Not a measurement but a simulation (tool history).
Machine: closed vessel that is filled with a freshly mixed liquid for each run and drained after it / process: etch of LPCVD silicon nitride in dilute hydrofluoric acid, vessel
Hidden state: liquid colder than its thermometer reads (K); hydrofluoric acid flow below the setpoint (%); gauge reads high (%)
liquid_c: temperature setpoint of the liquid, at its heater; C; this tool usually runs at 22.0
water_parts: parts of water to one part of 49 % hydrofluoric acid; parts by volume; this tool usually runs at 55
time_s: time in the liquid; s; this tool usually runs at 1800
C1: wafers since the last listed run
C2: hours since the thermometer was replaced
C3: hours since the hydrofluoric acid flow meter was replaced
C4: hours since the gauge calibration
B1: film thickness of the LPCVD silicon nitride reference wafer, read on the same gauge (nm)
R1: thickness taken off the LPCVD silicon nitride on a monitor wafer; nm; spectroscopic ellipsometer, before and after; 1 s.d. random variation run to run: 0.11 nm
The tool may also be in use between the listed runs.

Run 1, hour 0.0: usual settings but time_s 1485 s; C1 0; C2 2261.8; C3 1324.5; C4 133.8; B1 139.97. Result: R1 9.41 nm.
Run 2, hour 70.2: usual settings; C1 2218; C2 2332.0; C3 1394.7; C4 204.0; B1 139.99. Result: R1 11.43 nm.
Run 3, hour 116.8: usual settings; C1 1472; C2 2378.6; C3 1441.3; C4 250.6; B1 139.99. Result: R1 11.34 nm.
Run 4, hour 149.1: usual settings; C1 1020; C2 2410.9; C3 1473.6; C4 282.9; B1 140.00. Result: R1 11.25 nm.
Run 5, hour 184.5: usual settings but time_s 1245 s; C1 1118; C2 2446.3; C3 1509.0; C4 318.3; B1 140.00. Result: R1 7.87 nm.
Run 6, hour 213.8: usual settings; C1 926; C2 2475.6; C3 1538.3; C4 347.6; B1 140.01. Result: R1 11.45 nm.
Run 7, hour 278.3: usual settings; C1 2038; C2 2540.1; C3 1602.8; C4 412.1; B1 140.00. Result: R1 11.31 nm.
Run 8, hour 309.9: usual settings; C1 998; C2 2571.7; C3 1634.4; C4 443.7; B1 140.04. Result: R1 11.43 nm.
Run 9, hour 340.6: usual settings but time_s 1305 s; C1 970; C2 2602.4; C3 1665.1; C4 474.4; B1 140.00. Result: R1 8.16 nm.
Run 10, hour 378.5: usual settings but time_s 1305 s; C1 1197; C2 2640.3; C3 1703.0; C4 512.3; B1 140.01. Result: R1 8.26 nm.
Run 11, hour 402.8: usual settings but time_s 1305 s; C1 768; C2 2664.6; C3 1727.3; C4 536.6; B1 140.01. Result: R1 8.16 nm.
Run 12, hour 448.1: usual settings but liquid_c 19.0 C, time_s 1030 s; C1 1431; C2 2709.9; C3 1772.6; C4 581.9; B1 139.98. Result: R1 5.21 nm.
At hour 455.1: thermometer replaced.
Run 13, hour 490.0: usual settings but liquid_c 18.5 C, water_parts 65 parts by volume; C1 1292; C2 34.9; C3 1814.5; C4 623.8; B1 139.99. Result: R1 7.39 nm.
Run 14, hour 585.5: usual settings but liquid_c 18.5 C, water_parts 65 parts by volume; C1 3018; C2 130.4; C3 1910.0; C4 719.3; B1 139.95. Result: R1 7.45 nm.
At hour 650.9: gauge calibrated.
Run 15, hour 652.4: usual settings but water_parts 65 parts by volume, time_s 2480 s; C1 2114; C2 197.3; C3 1976.9; C4 1.5; B1 139.99. Result: R1 13.06 nm.
Run 16, hour 678.0: usual settings but water_parts 65 parts by volume, time_s 2480 s; C1 809; C2 222.9; C3 2002.5; C4 27.1; B1 139.99. Result: R1 12.83 nm.
Run 17, hour 706.4: usual settings but water_parts 45 parts by volume; C1 897; C2 251.3; C3 2030.9; C4 55.5; B1 139.97. Result: R1 13.53 nm.
Run 18, hour 776.4: usual settings; C1 2212; C2 321.3; C3 2100.9; C4 125.5; B1 140.00. Result: R1 11.00 nm.
Run 19, hour 811.4: usual settings but liquid_c 24.5 C, water_parts 40 parts by volume, time_s 940 s; C1 1106; C2 356.3; C3 2135.9; C4 160.5; B1 140.00. Result: R1 9.27 nm.
At hour 854.5: hydrofluoric acid flow meter replaced.
Run 20, hour 866.1: usual settings but water_parts 75 parts by volume, time_s 885 s; C1 1697; C2 411.0; C3 11.6; C4 215.2; B1 140.01. Result: R1 4.38 nm.
Run 21, hour 917.6: usual settings but liquid_c 17.0 C, water_parts 35 parts by volume, time_s 2850 s; C1 1627; C2 462.5; C3 63.1; C4 266.7; B1 140.00. Result: R1 20.81 nm.
Run 22, hour 943.4: usual settings but liquid_c 26.5 C, water_parts 30 parts by volume; C1 815; C2 488.3; C3 88.9; C4 292.5; B1 139.99. Result: R1 29.87 nm.
Run 23, hour 1014.7: usual settings but water_parts 85 parts by volume, time_s 1375 s; C1 2253; C2 559.6; C3 160.2; C4 363.8; B1 139.98. Result: R1 6.13 nm.
Run 24, hour 1076.3: usual settings but liquid_c 18.5 C, water_parts 40 parts by volume, time_s 1130 s; C1 1947; C2 621.2; C3 221.8; C4 425.4; B1 140.00. Result: R1 8.18 nm.
Run 25, hour 1119.5: usual settings; C1 1365; C2 664.4; C3 265.0; C4 468.6; B1 139.99. Result: R1 12.13 nm.
Run 26, hour 1167.7: usual settings; C1 1523; C2 712.6; C3 313.2; C4 516.8; B1 140.01. Result: R1 12.10 nm.
Run 27, hour 1193.2: usual settings but water_parts 30 parts by volume, time_s 940 s; C1 806; C2 738.1; C3 338.7; C4 542.3; B1 140.03. Result: R1 11.25 nm.
Run 28, hour 1240.9: usual settings but time_s 1245 s; C1 1507; C2 785.8; C3 386.4; C4 590.0; B1 139.99. Result: R1 8.22 nm.
Run 29, hour 1300.9: usual settings but water_parts 70 parts by volume, time_s 2145 s; C1 1896; C2 845.8; C3 446.4; C4 650.0; B1 140.00. Result: R1 11.46 nm.
Run 30, hour 1327.2: usual settings but liquid_c 17.5 C; C1 831; C2 872.1; C3 472.7; C4 676.3; B1 139.98. Result: R1 8.66 nm.
Run 31, hour 1362.9: usual settings but time_s 805 s; C1 1128; C2 907.8; C3 508.4; C4 712.0; B1 140.01. Result: R1 5.37 nm.
At hour 1428.0: gauge calibrated.
Run 32, hour 1434.2: usual settings but water_parts 85 parts by volume; C1 2253; C2 979.1; C3 579.7; C4 6.2; B1 140.00. Result: R1 7.95 nm.
Run 33, hour 1485.8: usual settings; C1 1631; C2 1030.7; C3 631.3; C4 57.8; B1 140.04. Result: R1 11.73 nm.

Branching from run 33: 3 alternative next runs. What would each branch give?
Run A, hour 1487.0: usual settings but time_s 2740 s; C1 37; C2 1031.9; C3 632.5; C4 59.0; B1 ?. Result: R1 ?.
Run B, hour 1487.0: usual settings but liquid_c 17.5 C, water_parts 35 parts by volume, time_s 940 s; C1 37; C2 1031.9; C3 632.5; C4 59.0; B1 ?. Result: R1 ?.
Run C, hour 1487.0: usual settings but time_s 1230 s; C1 37; C2 1031.9; C3 632.5; C4 59.0; B1 ?. Result: R1 ?.

run      B1     R1
  A  140.03  18.16
  B  140.03   7.06
  C  140.03   8.15
With the hidden condition removed and each run's random variation left untouched, the same runs would have given:
run     R1
  A  18.83
  B   7.32
  C   8.46

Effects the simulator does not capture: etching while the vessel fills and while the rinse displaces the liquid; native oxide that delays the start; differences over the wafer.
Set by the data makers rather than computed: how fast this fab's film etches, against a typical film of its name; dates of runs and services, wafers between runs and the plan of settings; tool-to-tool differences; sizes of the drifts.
